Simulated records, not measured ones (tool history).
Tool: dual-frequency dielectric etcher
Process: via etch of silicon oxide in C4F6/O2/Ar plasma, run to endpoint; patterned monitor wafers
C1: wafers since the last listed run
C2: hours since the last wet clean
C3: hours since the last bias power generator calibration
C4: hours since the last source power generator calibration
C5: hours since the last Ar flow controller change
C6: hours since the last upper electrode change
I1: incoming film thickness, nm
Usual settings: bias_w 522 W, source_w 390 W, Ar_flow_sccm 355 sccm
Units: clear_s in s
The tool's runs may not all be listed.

run 1 hour=0 | bias_w=522 source_w=390 Ar_flow_sccm=355 | C1=0 C2=41.6 C3=1737.4 C4=1925.3 C5=1516.5 C6=3210 | I1=162.5 | clear_s=34.4
run 2 hour=29.6 | bias_w=522 source_w=390 Ar_flow_sccm=355 | C1=441 C2=71.2 C3=1767 C4=1954.9 C5=1546.1 C6=3239.6 | I1=163.9 | clear_s=34.6
run 3 hour=77.4 | bias_w=522 source_w=460 Ar_flow_sccm=355 | C1=713 C2=119 C3=1814.8 C4=2002.7 C5=1593.9 C6=3287.4 | I1=164 | clear_s=31.9
run 4 hour=142.3 | bias_w=472 source_w=390 Ar_flow_sccm=355 | C1=968 C2=183.9 C3=1879.7 C4=2067.6 C5=1658.8 C6=3352.3 | I1=160.7 | clear_s=35.2
run 5 hour=178 | bias_w=472 source_w=390 Ar_flow_sccm=355 | C1=532 C2=219.6 C3=1915.4 C4=2103.3 C5=1694.5 C6=3388 | I1=163.9 | clear_s=35.7
run 6 hour=222.9 | bias_w=522 source_w=390 Ar_flow_sccm=355 | C1=669 C2=264.5 C3=1960.3 C4=2148.2 C5=1739.4 C6=3432.9 | I1=163.1 | clear_s=34
-- hour=257.2 source power generator calibrated
run 7 hour=257.7 | bias_w=522 source_w=340 Ar_flow_sccm=355 | C1=459 C2=299.3 C3=1995.1 C4=0.5 C5=1774.2 C6=3467.7 | I1=164.2 | clear_s=36.4
-- hour=264.9 Ar flow controller replaced
run 8 hour=307.5 | bias_w=522 source_w=430 Ar_flow_sccm=329 | C1=653 C2=349.1 C3=2044.9 C4=50.3 C5=42.6 C6=3517.5 | I1=163.5 | clear_s=31.9
run 9 hour=342.7 | bias_w=522 source_w=310 Ar_flow_sccm=277 | C1=525 C2=384.3 C3=2080.1 C4=85.5 C5=77.8 C6=3552.7 | I1=164.1 | clear_s=37.3
run 10 hour=389.9 | bias_w=522 source_w=390 Ar_flow_sccm=355 | C1=704 C2=431.5 C3=2127.3 C4=132.7 C5=125 C6=3599.9 | I1=164.5 | clear_s=33.9
-- hour=421.1 wet clean of the chamber
run 11 hour=457.3 | bias_w=634 source_w=450 Ar_flow_sccm=321 | C1=647 C2=36.2 C3=2194.7 C4=200.1 C5=192.4 C6=3667.3 | I1=164.2 | clear_s=29.8
run 12 hour=514 | bias_w=522 source_w=390 Ar_flow_sccm=355 | C1=845 C2=92.9 C3=2251.4 C4=256.8 C5=249.1 C6=3724 | I1=163.4 | clear_s=34.8
-- hour=538.6 bias power generator calibrated
run 13 hour=585 | bias_w=439 source_w=300 Ar_flow_sccm=381 | C1=999 C2=163.9 C3=46.4 C4=327.8 C5=320.1 C6=3795 | I1=163.7 | clear_s=42.9
run 14 hour=633.8 | bias_w=478 source_w=350 Ar_flow_sccm=355 | C1=728 C2=212.7 C3=95.2 C4=376.6 C5=368.9 C6=3843.8 | I1=164.9 | clear_s=37.9
run 15 hour=701.4 | bias_w=408 source_w=290 Ar_flow_sccm=317 | C1=1008 C2=280.3 C3=162.8 C4=444.2 C5=436.5 C6=3911.4 | I1=164 | clear_s=44.6
run 16 hour=760.1 | bias_w=522 source_w=340 Ar_flow_sccm=381 | C1=875 C2=339 C3=221.5 C4=502.9 C5=495.2 C6=3970.1 | I1=165.6 | clear_s=36.6
-- hour=835.8 wet clean of the chamber
run 17 hour=836.3 | bias_w=587 source_w=310 Ar_flow_sccm=304 | C1=778 C2=0.5 C3=297.7 C4=579.1 C5=571.4 C6=4046.3 | I1=165.3 | clear_s=37.2
run 18 hour=855.2 | bias_w=522 source_w=390 Ar_flow_sccm=355 | C1=281 C2=19.4 C3=316.6 C4=598 C5=590.3 C6=4065.2 | I1=163 | clear_s=34.9
run 19 hour=918.9 | bias_w=522 source_w=430 Ar_flow_sccm=355 | C1=950 C2=83.1 C3=380.3 C4=661.7 C5=654 C6=4128.9 | I1=163.1 | clear_s=33.1
run 20 hour=974.6 | bias_w=618 source_w=390 Ar_flow_sccm=355 | C1=830 C2=138.8 C3=436 C4=717.4 C5=709.7 C6=4184.6 | I1=164.1 | clear_s=32.3
run 21 hour=1029.2 | bias_w=586 source_w=300 Ar_flow_sccm=274 | C1=814 C2=193.4 C3=490.6 C4=772 C5=764.3 C6=4239.2 | I1=165.1 | clear_s=37.1
-- hour=1063.4 upper electrode replaced
run 22 hour=1087.2 | bias_w=442 source_w=480 Ar_flow_sccm=355 | C1=507 C2=251.4 C3=548.6 C4=830 C5=822.3 C6=23.8 | I1=163.6 | clear_s=33.5
run 23 hour=1202.7 | bias_w=418 source_w=320 Ar_flow_sccm=330 | C1=1723 C2=366.9 C3=664.1 C4=945.5 C5=937.8 C6=139.3 | I1=164.5 | clear_s=42
run 24 hour=1261.3 | bias_w=522 source_w=390 Ar_flow_sccm=355 | C1=874 C2=425.5 C3=722.7 C4=1004.1 C5=996.4 C6=197.9 | I1=163.2 | clear_s=33.8
-- hour=1330 wet clean of the chamber
run 25 hour=1450.4 | bias_w=522 source_w=390 Ar_flow_sccm=355 | C1=2463 C2=120.4 C3=911.8 C4=1193.2 C5=1185.5 C6=387 | I1=164 | clear_s=35.1
run 26 hour=1504.7 | bias_w=457 source_w=440 Ar_flow_sccm=268 | C1=810 C2=174.7 C3=966.1 C4=1247.5 C5=1239.8 C6=441.3 | I1=164.9 | clear_s=33.8
run 27 hour=1562.8 | bias_w=522 source_w=390 Ar_flow_sccm=355 | C1=866 C2=232.8 C3=1024.2 C4=1305.6 C5=1297.9 C6=499.4 | I1=163.1 | clear_s=34.4
run 28 hour=1628.1 | bias_w=522 source_w=390 Ar_flow_sccm=355 | C1=974 C2=298.1 C3=1089.5 C4=1370.9 C5=1363.2 C6=564.7 | I1=162.2 | clear_s=34.3

Forecast each of these 5 alternatives for the next run:
run A hour=1628.5 | bias_w=522 source_w=390 Ar_flow_sccm=355 | C1=5 C2=298.5 C3=1089.9 C4=1371.3 C5=1363.6 C6=565.1 | I1=164.6 | clear_s=?
run B hour=1628.5 | bias_w=433 source_w=390 Ar_flow_sccm=329 | C1=5 C2=298.5 C3=1089.9 C4=1371.3 C5=1363.6 C6=565.1 | I1=164.6 | clear_s=?
run C hour=1628.5 | bias_w=522 source_w=390 Ar_flow_sccm=441 | C1=5 C2=298.5 C3=1089.9 C4=1371.3 C5=1363.6 C6=565.1 | I1=164.6 | clear_s=?
run D hour=1628.5 | bias_w=404 source_w=470 Ar_flow_sccm=355 | C1=5 C2=298.5 C3=1089.9 C4=1371.3 C5=1363.6 C6=565.1 | I1=164.6 | clear_s=?
run E hour=1628.5 | bias_w=522 source_w=390 Ar_flow_sccm=332 | C1=5 C2=298.5 C3=1089.9 C4=1371.3 C5=1363.6 C6=565.1 | I1=164.6 | clear_s=?

run=A clear_s=34
run=B clear_s=36.6
run=C clear_s=34.7
run=D clear_s=34.7
run=E clear_s=33.7
Without the tool's hidden state the same runs would have given:
run=A clear_s=34.6
run=B clear_s=37.3
run=C clear_s=35.3
run=D clear_s=35.3
run=E clear_s=34.4
